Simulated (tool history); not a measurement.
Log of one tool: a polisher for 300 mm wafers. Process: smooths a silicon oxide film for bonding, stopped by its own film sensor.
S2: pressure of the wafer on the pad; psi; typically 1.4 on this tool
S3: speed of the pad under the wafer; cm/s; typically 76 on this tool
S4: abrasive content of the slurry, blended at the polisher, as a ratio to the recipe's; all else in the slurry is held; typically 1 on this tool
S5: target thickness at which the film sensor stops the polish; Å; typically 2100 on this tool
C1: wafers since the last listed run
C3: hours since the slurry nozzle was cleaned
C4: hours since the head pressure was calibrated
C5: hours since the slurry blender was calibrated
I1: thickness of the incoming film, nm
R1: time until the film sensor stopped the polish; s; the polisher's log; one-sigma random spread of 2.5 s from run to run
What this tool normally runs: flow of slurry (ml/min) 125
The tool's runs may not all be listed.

run 1 day=0 | flow_of_slurry_(ml/min)=125 S2=1.4 S3=76 S4=1 S5=2100 | C1=0 wafers_polished_on_this_pad=1629 C3=16.8 C4=362.7 C5=221.3 | I1=271.1 | R1=164.3
run 2 day=1.742 | flow_of_slurry_(ml/min)=125 S2=1.4 S3=76 S4=1 S5=2100 | C1=299 wafers_polished_on_this_pad=1928 C3=58.6 C4=404.5 C5=263.1 | I1=267.1 | R1=150.8
run 3 day=3.129 | flow_of_slurry_(ml/min)=125 S2=1.4 S3=76 S4=1 S5=2100 | C1=238 wafers_polished_on_this_pad=2167 C3=91.9 C4=437.8 C5=296.4 | I1=272.1 | R1=165.1
run 4 day=4.338 | flow_of_slurry_(ml/min)=125 S2=1.4 S3=76 S4=0.85 S5=2100 | C1=207 wafers_polished_on_this_pad=2374 C3=120.9 C4=466.8 C5=325.4 | I1=269.2 | R1=168.1
run 5 day=5.567 | flow_of_slurry_(ml/min)=125 S2=1.4 S3=76 S4=0.85 S5=2100 | C1=211 wafers_polished_on_this_pad=2586 C3=150.4 C4=496.3 C5=354.9 | I1=271.4 | R1=175.5
-- day=7.758 slurry blender recalibrated
run 6 day=7.958 | flow_of_slurry_(ml/min)=125 S2=1.4 S3=76 S4=1 S5=2020 | C1=396 wafers_polished_on_this_pad=2982 C3=207.8 C4=553.7 C5=4.8 | I1=270.7 | R1=189.1
-- day=8.908 worn pad replaced by a new one
run 7 day=10.904 | flow_of_slurry_(ml/min)=125 S2=1.4 S3=76 S4=1 S5=2100 | C1=477 wafers_polished_on_this_pad=343 C3=278.5 C4=624.4 C5=75.5 | I1=273.3 | R1=171.1
run 8 day=13.375 | flow_of_slurry_(ml/min)=125 S2=1.4 S3=76 S4=1 S5=2100 | C1=424 wafers_polished_on_this_pad=768 C3=337.8 C4=683.7 C5=134.8 | I1=267.1 | R1=160.2
-- day=15.988 slurry nozzle cleaned
run 9 day=16.15 | flow_of_slurry_(ml/min)=125 S2=1.4 S3=76 S4=1 S5=2100 | C1=469 wafers_polished_on_this_pad=1237 C3=3.9 C4=750.3 C5=201.4 | I1=270.8 | R1=163.7
-- day=17.312 head pressure recalibrated
run 10 day=18.325 | flow_of_slurry_(ml/min)=125 S2=1.4 S3=76 S4=1 S5=2100 | C1=359 wafers_polished_on_this_pad=1597 C3=56.1 C4=24.3 C5=253.6 | I1=267.2 | R1=140.7
run 11 day=19.854 | flow_of_slurry_(ml/min)=125 S2=1.4 S3=68 S4=1 S5=2100 | C1=262 wafers_polished_on_this_pad=1860 C3=92.8 C4=61 C5=290.3 | I1=269.5 | R1=157.8
run 12 day=21 | flow_of_slurry_(ml/min)=85 S2=1 S3=76 S4=1.3 S5=2100 | C1=196 wafers_polished_on_this_pad=2057 C3=120.3 C4=88.5 C5=317.8 | I1=273.2 | R1=207.8
run 13 day=22.788 | flow_of_slurry_(ml/min)=80 S2=1.4 S3=76 S4=1 S5=2100 | C1=307 wafers_polished_on_this_pad=2364 C3=163.2 C4=131.4 C5=360.7 | I1=271.7 | R1=176.1
run 14 day=24.654 | flow_of_slurry_(ml/min)=95 S2=1.4 S3=76 S4=1 S5=1960 | C1=320 wafers_polished_on_this_pad=2685 C3=208 C4=176.2 C5=405.5 | I1=265.4 | R1=188.5
-- day=25.171 slurry blender recalibrated
run 15 day=26.904 | flow_of_slurry_(ml/min)=135 S2=1.9 S3=76 S4=1 S5=2100 | C1=372 wafers_polished_on_this_pad=3058 C3=262 C4=230.2 C5=41.6 | I1=269 | R1=116.7
-- day=27.958 worn pad replaced by a new one
run 16 day=29.392 | flow_of_slurry_(ml/min)=125 S2=1.4 S3=76 S4=1 S5=2100 | C1=398 wafers_polished_on_this_pad=246 C3=321.7 C4=289.9 C5=101.3 | I1=269.5 | R1=158
-- day=33.279 slurry nozzle cleaned
run 17 day=36.967 | flow_of_slurry_(ml/min)=95 S2=1.4 S3=102 S4=1 S5=1930 | C1=1295 wafers_polished_on_this_pad=1541 C3=88.5 C4=471.7 C5=283.1 | I1=272.6 | R1=184.3
run 18 day=38.242 | flow_of_slurry_(ml/min)=125 S2=1.4 S3=52 S4=1 S5=1950 | C1=219 wafers_polished_on_this_pad=1760 C3=119.1 C4=502.3 C5=313.7 | I1=268.8 | R1=266.9
-- day=42.325 slurry blender recalibrated
run 19 day=42.479 | flow_of_slurry_(ml/min)=125 S2=1 S3=86 S4=1.1 S5=2200 | C1=714 wafers_polished_on_this_pad=2474 C3=220.8 C4=604 C5=3.7 | I1=266.8 | R1=152
run 20 day=45.112 | flow_of_slurry_(ml/min)=140 S2=1.4 S3=76 S4=1 S5=1950 | C1=452 wafers_polished_on_this_pad=2927 C3=284 C4=667.2 C5=66.9 | I1=271.8 | R1=205.5
-- day=46.1 head pressure recalibrated
run 21 day=46.217 | flow_of_slurry_(ml/min)=125 S2=1.4 S3=84 S4=1 S5=2280 | C1=175 wafers_polished_on_this_pad=3102 C3=310.5 C4=2.8 C5=93.4 | I1=266.8 | R1=87.2
-- day=47.675 worn pad replaced by a new one
run 22 day=47.696 | flow_of_slurry_(ml/min)=125 S2=1.4 S3=76 S4=1 S5=2100 | C1=225 wafers_polished_on_this_pad=3 C3=346 C4=38.3 C5=128.9 | I1=274.8 | R1=161.9
run 23 day=49.867 | flow_of_slurry_(ml/min)=125 S2=1.1 S3=96 S4=1 S5=2100 | C1=373 wafers_polished_on_this_pad=377 C3=398.1 C4=90.4 C5=181 | I1=273.2 | R1=167.1
-- day=50.338 slurry nozzle cleaned
run 24 day=51.771 | flow_of_slurry_(ml/min)=125 S2=1.4 S3=76 S4=1.25 S5=2100 | C1=320 wafers_polished_on_this_pad=697 C3=34.4 C4=136.1 C5=226.7 | I1=270.2 | R1=148.3
run 25 day=53.225 | flow_of_slurry_(ml/min)=125 S2=1.4 S3=76 S4=1 S5=1960 | C1=249 wafers_polished_on_this_pad=947 C3=69.3 C4=171 C5=261.6 | I1=268.8 | R1=196.1
run 26 day=55.296 | flow_of_slurry_(ml/min)=125 S2=1.4 S3=76 S4=1 S5=2250 | C1=355 wafers_polished_on_this_pad=1303 C3=119 C4=220.7 C5=311.3 | I1=272.5 | R1=123.5
run 27 day=58.217 | flow_of_slurry_(ml/min)=125 S2=1.4 S3=76 S4=1 S5=2100 | C1=502 wafers_polished_on_this_pad=1805 C3=189.1 C4=290.8 C5=381.4 | I1=269.7 | R1=161.8
-- day=58.592 slurry blender recalibrated
run 28 day=59.725 | flow_of_slurry_(ml/min)=125 S2=1.4 S3=76 S4=1 S5=2100 | C1=244 wafers_polished_on_this_pad=2050 C3=225.3 C4=327 C5=27.2 | I1=272.2 | R1=170.4
run 29 day=62.367 | flow_of_slurry_(ml/min)=125 S2=1.9 S3=76 S4=0.8 S5=1950 | C1=454 wafers_polished_on_this_pad=2504 C3=288.7 C4=390.4 C5=90.6 | I1=270.8 | R1=165.5
run 30 day=64.908 | flow_of_slurry_(ml/min)=155 S2=1.4 S3=84 S4=1 S5=2260 | C1=436 wafers_polished_on_this_pad=2941 C3=349.7 C4=451.4 C5=151.6 | I1=265.9 | R1=99

Run 31 has not been measured yet. What should we expect?
-- day=65.758 slurry nozzle cleaned
-- day=66.404 worn pad replaced by a new one
run 31 day=67.304 | flow_of_slurry_(ml/min)=125 S2=1.4 S3=76 S4=0.8 S5=2100 | C1=376 wafers_polished_on_this_pad=154 C3=37.1 C4=508.9 C5=209.1 | I1=273.1 | R1=?

Run 31 produced R1 183.2 s.
The same run, on a tool lacking any hidden state, would have yielded R1 164.5 s.
